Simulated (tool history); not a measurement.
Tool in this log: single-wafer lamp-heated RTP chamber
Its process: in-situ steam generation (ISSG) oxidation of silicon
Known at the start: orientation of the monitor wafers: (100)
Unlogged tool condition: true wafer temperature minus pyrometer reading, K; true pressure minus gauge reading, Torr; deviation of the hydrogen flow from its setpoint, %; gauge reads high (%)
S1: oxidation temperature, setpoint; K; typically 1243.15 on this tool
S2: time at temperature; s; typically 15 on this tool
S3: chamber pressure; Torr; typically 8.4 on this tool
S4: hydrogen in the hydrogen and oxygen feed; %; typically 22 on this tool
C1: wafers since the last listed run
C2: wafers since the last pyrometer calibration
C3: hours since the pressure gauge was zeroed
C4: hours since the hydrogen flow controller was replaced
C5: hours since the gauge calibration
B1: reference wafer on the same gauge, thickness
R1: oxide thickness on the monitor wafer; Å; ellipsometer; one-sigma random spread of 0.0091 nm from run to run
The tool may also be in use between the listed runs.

run    hour       S1  S2   S3  S4    C1    C2      C3      C4     C5     B1     R1
  1       0  1243.15  18  8.4  22     0   816  2432.6  1309.5  161.5  3.929  48.28
  2    88.8  1243.15  18  8.4  22  1208  2025  2521.4  1398.3  250.3  3.928  48.11
  3   153.9  1243.15  15  8.4  22   886  2911  2586.5  1463.4  315.4  3.928  44.55
      250.4  -- pyrometer window cleaned and pyrometer calibrated
  4   250.9  1233.15  15  8.4  18  1211     7  2683.5  1560.4  412.4  3.929  41.31
  5   323.8  1233.15  15  8.4  18   992   999  2756.4  1633.3  485.3  3.932  41.19
  6   361.1  1243.15  15  8.4  22   507  1507  2793.7  1670.6  522.6  3.928  44.52
  7   397.5  1243.15  15  8.4  22   495  2002  2830.1    1707    559  3.929  44.53
  8   513.6  1243.15  15  8.4  22  1580  3583  2946.2  1823.1  675.1  3.934  44.53
  9   565.9  1243.15  11  8.4  22   711  4295  2998.5  1875.4  727.4  3.932  39.34
      604.7  -- pyrometer window cleaned and pyrometer calibrated
 10   687.8  1243.15  15  8.4  22  1550  1130  3120.4  1997.3  849.3  3.929  44.41
 11   745.7  1243.15  15  8.4  22   788  1918  3178.3  2055.2  907.2   3.93  44.36
      766.4  -- gauge calibrated
 12   783.5  1243.15  15  9.1  22   514  2433  3216.1    2093   17.1   3.93  43.99
 13   824.4  1233.15  21  8.4  32   556  2990    3257  2133.9     58  3.929  54.13
      838.3  -- hydrogen flow controller replaced
      850.8  -- pressure gauge zeroed
      887.8  -- pyrometer window cleaned and pyrometer calibrated
 14   916.8  1232.15  10  9.6  28   931   395      66    78.5  150.4  3.932  38.76
 15   997.7  1252.15  15  8.4  28  1101  1496   146.9   159.4  231.3  3.929  49.07
 16  1049.1  1223.15  15  9.5  22   699  2195   198.3   210.8  282.7  3.931  41.79
 17  1104.4  1250.15  12  8.4  19   752  2948   253.6   266.1    338  3.929  40.41
 18  1193.7  1243.15  15  8.4  22  1215  4164   342.9   355.4  427.3   3.93  44.73
     1233.6  -- pyrometer window cleaned and pyrometer calibrated
 19  1282.9  1230.15  15  8.4  26  1105   671   432.1   444.6  516.5  3.929   44.9
 20  1373.1  1243.15  11  8.4  22  1227  1898   522.3   534.8  606.7  3.932  39.59
 21  1430.3  1243.15  15  8.9  22   778  2677   579.5     592  663.9  3.929  44.57
 22  1481.9  1243.15  15  8.8  22   702  3379   631.1   643.6  715.5  3.929  44.62
 23  1518.6  1243.15  15  8.4  25   499  3879   667.8   680.3  752.2  3.931  46.08
     1566.3  -- pyrometer window cleaned and pyrometer calibrated
 24  1610.1  1229.15  19  7.9  27  1136   596   759.3   771.8  843.7   3.93  49.88

3 options for the next run, each taken on its own from the tool as it stands now. Forecast them:
  A  1610.5  1243.15  15  8.4  18   5  602  759.7  772.2  844.1   ?   ?
  B  1610.5  1243.15  10  8.4  28   5  602  759.7  772.2  844.1   ?   ?
  C  1610.5  1225.15  15  8.4  22   5  602  759.7  772.2  844.1   ?   ?

run     B1     R1
  A  3.928  42.61
  B  3.928  40.65
  C  3.928  42.43
What these runs would have given with no unlogged condition in the tool:
run     R1
  A  42.69
  B  40.73
  C  42.51

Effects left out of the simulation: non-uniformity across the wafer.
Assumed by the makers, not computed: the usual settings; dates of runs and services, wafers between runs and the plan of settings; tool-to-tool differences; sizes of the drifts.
